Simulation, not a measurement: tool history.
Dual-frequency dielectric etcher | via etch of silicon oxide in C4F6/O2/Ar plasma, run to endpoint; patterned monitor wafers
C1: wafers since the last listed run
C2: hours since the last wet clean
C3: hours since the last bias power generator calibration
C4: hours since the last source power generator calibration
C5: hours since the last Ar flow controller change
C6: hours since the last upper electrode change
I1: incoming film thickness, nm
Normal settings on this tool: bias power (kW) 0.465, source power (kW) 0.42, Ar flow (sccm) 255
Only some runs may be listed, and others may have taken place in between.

run 1 hour=0 | bias_power_(kW)=0.501 source_power_(kW)=0.42 Ar_flow_(sccm)=255 | C1=0 C2=367.3 C3=2863.6 C4=2919.6 C5=1263.1 C6=4148.7 | I1=122.7 | endpoint_time_(s)=26
run 2 hour=34.1 | bias_power_(kW)=0.501 source_power_(kW)=0.42 Ar_flow_(sccm)=255 | C1=421 C2=401.4 C3=2897.7 C4=2953.7 C5=1297.2 C6=4182.8 | I1=121.9 | endpoint_time_(s)=26.1
run 3 hour=63.4 | bias_power_(kW)=0.465 source_power_(kW)=0.38 Ar_flow_(sccm)=255 | C1=362 C2=430.7 C3=2927 C4=2983 C5=1326.5 C6=4212.1 | I1=123.1 | endpoint_time_(s)=28.9
run 4 hour=79.7 | bias_power_(kW)=0.465 source_power_(kW)=0.38 Ar_flow_(sccm)=255 | C1=201 C2=447 C3=2943.3 C4=2999.3 C5=1342.8 C6=4228.4 | I1=122.6 | endpoint_time_(s)=28.6
run 5 hour=99.3 | bias_power_(kW)=0.465 source_power_(kW)=0.42 Ar_flow_(sccm)=255 | C1=242 C2=466.6 C3=2962.9 C4=3018.9 C5=1362.4 C6=4248 | I1=121.1 | endpoint_time_(s)=26.5
run 6 hour=128.3 | bias_power_(kW)=0.565 source_power_(kW)=0.42 Ar_flow_(sccm)=255 | C1=358 C2=495.6 C3=2991.9 C4=3047.9 C5=1391.4 C6=4277 | I1=123.3 | endpoint_time_(s)=25.2
-- hour=230.2 upper electrode replaced
run 7 hour=232.3 | bias_power_(kW)=0.385 source_power_(kW)=0.5 Ar_flow_(sccm)=298 | C1=988 C2=599.6 C3=3095.9 C4=3151.9 C5=1495.4 C6=2.1 | I1=122.9 | endpoint_time_(s)=27.3
run 8 hour=247 | bias_power_(kW)=0.426 source_power_(kW)=0.42 Ar_flow_(sccm)=255 | C1=181 C2=614.3 C3=3110.6 C4=3166.6 C5=1510.1 C6=16.8 | I1=123.4 | endpoint_time_(s)=28.6
-- hour=272.2 wet clean of the chamber
-- hour=295.7 bias power generator calibrated
run 9 hour=307.3 | bias_power_(kW)=0.465 source_power_(kW)=0.42 Ar_flow_(sccm)=309 | C1=399 C2=35.1 C3=11.6 C4=3226.9 C5=1570.4 C6=77.1 | I1=122.9 | endpoint_time_(s)=26.6
run 10 hour=321 | bias_power_(kW)=0.571 source_power_(kW)=0.33 Ar_flow_(sccm)=234 | C1=169 C2=48.8 C3=25.3 C4=3240.6 C5=1584.1 C6=90.8 | I1=121.8 | endpoint_time_(s)=27.2
-- hour=345.5 Ar flow controller replaced
-- hour=347.7 source power generator calibrated
run 11 hour=354 | bias_power_(kW)=0.465 source_power_(kW)=0.42 Ar_flow_(sccm)=235 | C1=305 C2=81.8 C3=58.3 C4=6.3 C5=8.5 C6=123.8 | I1=121.3 | endpoint_time_(s)=25.3
run 12 hour=374.7 | bias_power_(kW)=0.432 source_power_(kW)=0.45 Ar_flow_(sccm)=281 | C1=255 C2=102.5 C3=79 C4=27 C5=29.2 C6=144.5 | I1=124.6 | endpoint_time_(s)=26.7
run 13 hour=396 | bias_power_(kW)=0.568 source_power_(kW)=0.42 Ar_flow_(sccm)=205 | C1=263 C2=123.8 C3=100.3 C4=48.3 C5=50.5 C6=165.8 | I1=121.9 | endpoint_time_(s)=23.1
run 14 hour=419.9 | bias_power_(kW)=0.465 source_power_(kW)=0.42 Ar_flow_(sccm)=234 | C1=295 C2=147.7 C3=124.2 C4=72.2 C5=74.4 C6=189.7 | I1=121.8 | endpoint_time_(s)=25.5
run 15 hour=433.6 | bias_power_(kW)=0.465 source_power_(kW)=0.47 Ar_flow_(sccm)=307 | C1=169 C2=161.4 C3=137.9 C4=85.9 C5=88.1 C6=203.4 | I1=122.5 | endpoint_time_(s)=25
run 16 hour=466.3 | bias_power_(kW)=0.465 source_power_(kW)=0.33 Ar_flow_(sccm)=255 | C1=404 C2=194.1 C3=170.6 C4=118.6 C5=120.8 C6=236.1 | I1=122.4 | endpoint_time_(s)=30.4
run 17 hour=561.8 | bias_power_(kW)=0.359 source_power_(kW)=0.49 Ar_flow_(sccm)=255 | C1=1180 C2=289.6 C3=266.1 C4=214.1 C5=216.3 C6=331.6 | I1=121.4 | endpoint_time_(s)=26.5
run 18 hour=582.2 | bias_power_(kW)=0.465 source_power_(kW)=0.36 Ar_flow_(sccm)=255 | C1=252 C2=310 C3=286.5 C4=234.5 C5=236.7 C6=352 | I1=122.7 | endpoint_time_(s)=29.3
run 19 hour=608.3 | bias_power_(kW)=0.465 source_power_(kW)=0.42 Ar_flow_(sccm)=235 | C1=322 C2=336.1 C3=312.6 C4=260.6 C5=262.8 C6=378.1 | I1=122.4 | endpoint_time_(s)=25.8
run 20 hour=625.2 | bias_power_(kW)=0.465 source_power_(kW)=0.42 Ar_flow_(sccm)=255 | C1=208 C2=353 C3=329.5 C4=277.5 C5=279.7 C6=395 | I1=122.4 | endpoint_time_(s)=26.8
run 21 hour=642 | bias_power_(kW)=0.465 source_power_(kW)=0.42 Ar_flow_(sccm)=255 | C1=207 C2=369.8 C3=346.3 C4=294.3 C5=296.5 C6=411.8 | I1=123.2 | endpoint_time_(s)=26.6
run 22 hour=664.7 | bias_power_(kW)=0.537 source_power_(kW)=0.42 Ar_flow_(sccm)=298 | C1=280 C2=392.5 C3=369 C4=317 C5=319.2 C6=434.5 | I1=121 | endpoint_time_(s)=25.3
run 23 hour=684.3 | bias_power_(kW)=0.51 source_power_(kW)=0.46 Ar_flow_(sccm)=255 | C1=242 C2=412.1 C3=388.6 C4=336.6 C5=338.8 C6=454.1 | I1=123.8 | endpoint_time_(s)=24.8
run 24 hour=703.8 | bias_power_(kW)=0.465 source_power_(kW)=0.42 Ar_flow_(sccm)=255 | C1=240 C2=431.6 C3=408.1 C4=356.1 C5=358.3 C6=473.6 | I1=122.3 | endpoint_time_(s)=26.8
run 25 hour=734 | bias_power_(kW)=0.406 source_power_(kW)=0.36 Ar_flow_(sccm)=198 | C1=373 C2=461.8 C3=438.3 C4=386.3 C5=388.5 C6=503.8 | I1=122.4 | endpoint_time_(s)=29.5
run 26 hour=751 | bias_power_(kW)=0.465 source_power_(kW)=0.42 Ar_flow_(sccm)=233 | C1=210 C2=478.8 C3=455.3 C4=403.3 C5=405.5 C6=520.8 | I1=122.9 | endpoint_time_(s)=26.8
run 27 hour=785.4 | bias_power_(kW)=0.357 source_power_(kW)=0.36 Ar_flow_(sccm)=205 | C1=425 C2=513.2 C3=489.7 C4=437.7 C5=439.9 C6=555.2 | I1=122.9 | endpoint_time_(s)=31.7
run 28 hour=800.2 | bias_power_(kW)=0.371 source_power_(kW)=0.42 Ar_flow_(sccm)=255 | C1=182 C2=528 C3=504.5 C4=452.5 C5=454.7 C6=570 | I1=122 | endpoint_time_(s)=29.2

What differs in the tool's unlogged condition from the final listed run ahead of each entry between runs to the first listed run following it?
Run 6 -> run 7: upper electrode replaced (hour 230.2)
  etch rate over this chamber's usual, %: -5 -> -5.9
  what was measured, less what the result would be without the hidden state, endpoint time (s): +1.2 -> +1.6
Run 8 -> run 9: wet clean of the chamber (hour 272.2); bias power generator calibrated (hour 295.7)
  etch rate over this chamber's usual, %: -6.02 -> -0.252
  what was measured, less what the result would be without the hidden state, endpoint time (s): +1.8 -> +0.1
Run 10 -> run 11: Ar flow controller replaced (hour 345.5); source power generator calibrated (hour 347.7)
  etch rate over this chamber's usual, %: -0.371 -> -0.656
  what was measured, less what the result would be without the hidden state, endpoint time (s): +0.1 -> +0.1
